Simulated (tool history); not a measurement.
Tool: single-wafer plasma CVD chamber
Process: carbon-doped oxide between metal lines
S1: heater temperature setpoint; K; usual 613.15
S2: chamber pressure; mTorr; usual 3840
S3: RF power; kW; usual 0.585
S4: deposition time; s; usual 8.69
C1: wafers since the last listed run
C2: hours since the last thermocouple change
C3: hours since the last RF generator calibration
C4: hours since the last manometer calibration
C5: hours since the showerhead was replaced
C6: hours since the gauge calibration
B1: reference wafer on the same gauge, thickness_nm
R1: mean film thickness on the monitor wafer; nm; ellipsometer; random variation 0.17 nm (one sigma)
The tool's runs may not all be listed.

run,hour,S1,S2,S3,S4,C1,C2,C3,C4,C5,C6,B1,R1
1,0.0,613.15,3840,0.585,8.69,0,1355.3,701.2,900.6,3580.2,3536.7,55.290,52.273
2,36.8,613.15,3840,0.585,8.69,1924,1392.1,738.0,937.4,3617.0,3573.5,55.284,52.045
3,104.0,602.15,3840,0.680,8.69,3515,1459.3,805.2,1004.6,3684.2,3640.7,55.318,61.237
4,209.4,613.15,3840,0.655,10.05,5513,1564.7,910.6,1110.0,3789.6,3746.1,55.296,65.888
5,258.9,598.15,4760,0.585,7.31,2589,1614.2,960.1,1159.5,3839.1,3795.6,55.306,47.897
# hour 284.0: RF generator calibrated
6,331.2,613.15,3840,0.585,8.69,3363,1686.5,47.2,1231.8,3911.4,3867.9,55.286,52.236
7,397.3,613.15,3840,0.585,8.69,3457,1752.6,113.3,1297.9,3977.5,3934.0,55.347,52.027
8,489.1,613.15,4480,0.650,8.69,4801,1844.4,205.1,1389.7,4069.3,4025.8,55.305,57.998
9,574.8,613.15,3840,0.550,9.72,4482,1930.1,290.8,1475.4,4155.0,4111.5,55.335,55.236
10,667.7,627.15,3840,0.585,8.69,4859,2023.0,383.7,1568.3,4247.9,4204.4,55.306,50.031
11,768.1,613.15,2990,0.585,10.08,5251,2123.4,484.1,1668.7,4348.3,4304.8,55.298,58.931
12,1004.4,613.15,3840,0.485,8.69,12360,2359.7,720.4,1905.0,4584.6,4541.1,55.294,44.064
13,1048.2,613.15,3840,0.585,8.69,2291,2403.5,764.2,1948.8,4628.4,4584.9,55.294,52.297
# hour 1204.8: capacitance manometer re-zeroed and calibrated
14,1233.8,628.15,3840,0.585,8.69,9289,2589.1,949.8,29.0,4814.0,4770.5,55.253,49.699
# hour 1301.7: showerhead replaced, of another model than before
15,1302.2,613.15,4310,0.495,8.69,3159,2657.5,1018.2,97.4,0.5,4838.9,55.308,48.216
# hour 1326.1: RF generator calibrated
# hour 1362.1: thermocouple changed; heater temperature recalibrated
16,1362.6,613.15,3840,0.585,6.95,2322,0.5,36.5,157.8,60.9,4899.3,55.253,42.732
# hour 1425.9: gauge calibrated
17,1603.4,613.15,3050,0.645,7.40,12595,241.3,277.3,398.6,301.7,177.5,55.266,46.357
18,1640.1,605.15,3420,0.585,8.69,1919,278.0,314.0,435.3,338.4,214.2,55.264,53.064
19,1692.0,613.15,3450,0.530,8.69,2714,329.9,365.9,487.2,390.3,266.1,55.301,48.901
20,1796.0,613.15,3090,0.585,8.69,5439,433.9,469.9,591.2,494.3,370.1,55.256,51.465
21,1866.6,613.15,3840,0.585,8.69,3692,504.5,540.5,661.8,564.9,440.7,55.256,52.817
22,1969.9,624.15,3840,0.585,10.36,5403,607.8,643.8,765.1,668.2,544.0,55.318,60.356
23,2158.9,621.15,3840,0.640,8.69,9886,796.8,832.8,954.1,857.2,733.0,55.285,54.133
24,2242.9,613.15,3840,0.585,7.29,4393,880.8,916.8,1038.1,941.2,817.0,55.303,44.250
25,2302.3,613.15,4140,0.585,8.69,3107,940.2,976.2,1097.5,1000.6,876.4,55.318,53.112
26,2338.8,613.15,3840,0.585,8.69,1909,976.7,1012.7,1134.0,1037.1,912.9,55.337,52.592
27,2430.8,604.15,3160,0.500,10.38,4812,1068.7,1104.7,1226.0,1129.1,1004.9,55.286,56.942

The tool's hidden state at each run:
delivered RF power above the setpoint (%): 0 in every run
true pressure above the setpoint (%): 0 in every run
gauge reads high (%): 0 in every run
H1: wafer temperature above the value expected at the setpoint (K)
run,H1
1,4.56
2,4.6
3,4.69
4,4.81
5,4.86
6,4.93
7,4.99
8,5.06
9,5.13
10,5.19
11,5.25
12,5.38
13,5.4
14,5.47
15,5.49
16,-0.156
17,1.03
18,1.19
19,1.4
20,1.79
21,2.03
22,2.35
23,2.85
24,3.05
25,3.17
26,3.25
27,3.42
